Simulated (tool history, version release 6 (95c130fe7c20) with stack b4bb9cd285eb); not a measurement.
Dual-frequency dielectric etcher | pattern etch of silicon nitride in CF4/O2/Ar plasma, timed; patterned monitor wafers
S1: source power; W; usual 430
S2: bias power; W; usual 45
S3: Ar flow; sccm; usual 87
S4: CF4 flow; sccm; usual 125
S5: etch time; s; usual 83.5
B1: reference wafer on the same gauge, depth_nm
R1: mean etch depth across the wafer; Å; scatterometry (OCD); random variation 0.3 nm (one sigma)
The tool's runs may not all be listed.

run   hour   S1  S2   S3   S4    S5     B1    R1
  1      0  430  45   87  125  83.5  167.9  1472
  2     20  430  45   87  125  83.5    168  1467
      35.8  -- CF4 flow controller replaced
  3   36.3  430  50   87  135  83.5  167.9  1522
  4     57  490  45   87  125  83.5  168.1  1648
  5   78.8  390  45   87  125    99    168  1596
  6    116  380  45   87  125  67.5  167.9  1064
     142.7  -- upper electrode replaced, of another model than before
  7  143.2  430  45  109  125  83.5  167.9  1423
     169.3  -- bias power generator calibrated
  8  169.8  510  39   87  105  96.5  167.9  2043
  9  180.7  430  45   87  125  83.5    168  1454
     203.7  -- Ar flow controller replaced
 10  216.6  430  45   87  125  83.5  168.1  1458
       255  -- gauge calibrated
     255.9  -- wet clean of the chamber
 11  256.4  430  53   87  125  83.5    168  1504
 12  265.9  430  45   87  125  83.5  168.1  1448
 13  292.8  430  45   87  102  83.5  167.9  1406
 14  318.7  430  41   73  125  83.5    168  1437
 15  354.4  360  45   87  125    99  168.1  1278
 16  389.3  430  45   94  125  92.5  168.1  1585
 17  404.8  430  45   87  125  83.5    168  1443
 18  425.3  430  39   87  125  83.5    168  1395
 19  448.5  500  45   72  125  83.5    168  1833
 20  468.7  510  45   70  139   107    168  2433
 21  497.2  430  45   87  107  83.5    168  1408
 22  518.1  430  45   87  125  83.5  168.1  1432

The same runs without the tool's hidden state, with the same run-to-run variation:
The hidden state here: etch rate over this chamber's usual, %; source power that arrives over what is set, %; bias power that arrives over what is set, %; Ar flow that arrives over what is set, %; CF4 flow that arrives over what is set, %; gauge reads high (%).
run    R1
  1  1475
  2  1471
  3  1526
  4  1653
  5  1602
  6  1070
  7  1437
  8  2066
  9  1471
 10  1477
 11  1527
 12  1471
 13  1430
 14  1463
 15  1303
 16  1619
 17  1475
 18  1426
 19  1877
 20  2493
 21  1444
 22  1470
